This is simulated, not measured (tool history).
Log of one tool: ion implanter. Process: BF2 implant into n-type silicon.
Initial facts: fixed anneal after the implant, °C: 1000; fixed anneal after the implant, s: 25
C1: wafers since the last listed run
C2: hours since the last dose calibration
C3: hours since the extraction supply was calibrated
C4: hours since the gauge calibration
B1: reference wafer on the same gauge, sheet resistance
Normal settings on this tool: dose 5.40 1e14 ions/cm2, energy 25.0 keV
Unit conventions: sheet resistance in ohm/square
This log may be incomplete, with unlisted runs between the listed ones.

{"run": 1, "hour": 0.0, "dose": 5.4, "energy": 18.5, "C1": 0, "C2": 810.7, "C3": 2368.6, "C4": 308.1, "B1": 230.08, "sheet resistance": 261.73}
{"run": 2, "hour": 9.1, "dose": 5.4, "energy": 18.5, "C1": 247, "C2": 819.8, "C3": 2377.7, "C4": 317.2, "B1": 230.05, "sheet resistance": 261.43}
{"run": 3, "hour": 20.1, "dose": 5.4, "energy": 18.5, "C1": 299, "C2": 830.8, "C3": 2388.7, "C4": 328.2, "B1": 230.03, "sheet resistance": 262.23}
{"hour": 22.8, "done": "gauge calibrated"}
{"run": 4, "hour": 37.1, "dose": 5.4, "energy": 25.0, "C1": 463, "C2": 847.8, "C3": 2405.7, "C4": 14.3, "B1": 230.06, "sheet resistance": 245.47}
{"run": 5, "hour": 53.7, "dose": 5.4, "energy": 25.0, "C1": 452, "C2": 864.4, "C3": 2422.3, "C4": 30.9, "B1": 230.09, "sheet resistance": 245.21}
{"run": 6, "hour": 70.5, "dose": 5.4, "energy": 25.0, "C1": 457, "C2": 881.2, "C3": 2439.1, "C4": 47.7, "B1": 229.87, "sheet resistance": 245.18}
{"run": 7, "hour": 76.8, "dose": 5.4, "energy": 25.0, "C1": 171, "C2": 887.5, "C3": 2445.4, "C4": 54.0, "B1": 230.18, "sheet resistance": 245.23}
{"run": 8, "hour": 90.3, "dose": 5.4, "energy": 25.0, "C1": 367, "C2": 901.0, "C3": 2458.9, "C4": 67.5, "B1": 230.08, "sheet resistance": 245.3}
{"run": 9, "hour": 109.5, "dose": 6.69, "energy": 25.0, "C1": 523, "C2": 920.2, "C3": 2478.1, "C4": 86.7, "B1": 229.95, "sheet resistance": 212.29}
{"run": 10, "hour": 119.5, "dose": 6.69, "energy": 25.0, "C1": 272, "C2": 930.2, "C3": 2488.1, "C4": 96.7, "B1": 230.08, "sheet resistance": 212.79}
{"hour": 131.7, "done": "extraction supply calibrated"}
{"run": 11, "hour": 132.2, "dose": 5.4, "energy": 25.0, "C1": 128, "C2": 942.9, "C3": 0.5, "C4": 109.4, "B1": 229.94, "sheet resistance": 246.05}
{"run": 12, "hour": 141.7, "dose": 5.97, "energy": 25.0, "C1": 258, "C2": 952.4, "C3": 10.0, "C4": 118.9, "B1": 229.99, "sheet resistance": 229.22}
{"run": 13, "hour": 148.0, "dose": 5.97, "energy": 25.0, "C1": 171, "C2": 958.7, "C3": 16.3, "C4": 125.2, "B1": 229.9, "sheet resistance": 228.75}
{"run": 14, "hour": 157.9, "dose": 4.97, "energy": 32.0, "C1": 269, "C2": 968.6, "C3": 26.2, "C4": 135.1, "B1": 230.15, "sheet resistance": 251.52}
{"run": 15, "hour": 164.0, "dose": 5.98, "energy": 19.0, "C1": 166, "C2": 974.7, "C3": 32.3, "C4": 141.2, "B1": 229.98, "sheet resistance": 244.45}
{"run": 16, "hour": 173.0, "dose": 4.84, "energy": 18.5, "C1": 245, "C2": 983.7, "C3": 41.3, "C4": 150.2, "B1": 230.01, "sheet resistance": 281.22}
{"hour": 187.3, "done": "Faraday cup replaced and dose calibrated"}
{"run": 17, "hour": 187.8, "dose": 4.94, "energy": 29.0, "C1": 185, "C2": 0.5, "C3": 56.1, "C4": 165.0, "B1": 229.97, "sheet resistance": 246.03}
{"run": 18, "hour": 192.2, "dose": 4.89, "energy": 31.5, "C1": 119, "C2": 4.9, "C3": 60.5, "C4": 169.4, "B1": 230.05, "sheet resistance": 244.83}
{"run": 19, "hour": 208.0, "dose": 6.22, "energy": 25.0, "C1": 430, "C2": 20.7, "C3": 76.3, "C4": 185.2, "B1": 230.06, "sheet resistance": 215.91}

Run 20, settings as shown, results not yet in. Your forecast:
{"run": 20, "hour": 220.2, "dose": 6.8, "energy": 33.0, "C1": 332, "C2": 32.9, "C3": 88.5, "C4": 197.4, "B1": "?", "sheet resistance": "?"}

Run 20 gave B1 230.06, sheet resistance 190.69 ohm/square.
If the tool had no hidden condition, the same run with the same run-to-run variation would have returned sheet resistance 189.97 ohm/square.

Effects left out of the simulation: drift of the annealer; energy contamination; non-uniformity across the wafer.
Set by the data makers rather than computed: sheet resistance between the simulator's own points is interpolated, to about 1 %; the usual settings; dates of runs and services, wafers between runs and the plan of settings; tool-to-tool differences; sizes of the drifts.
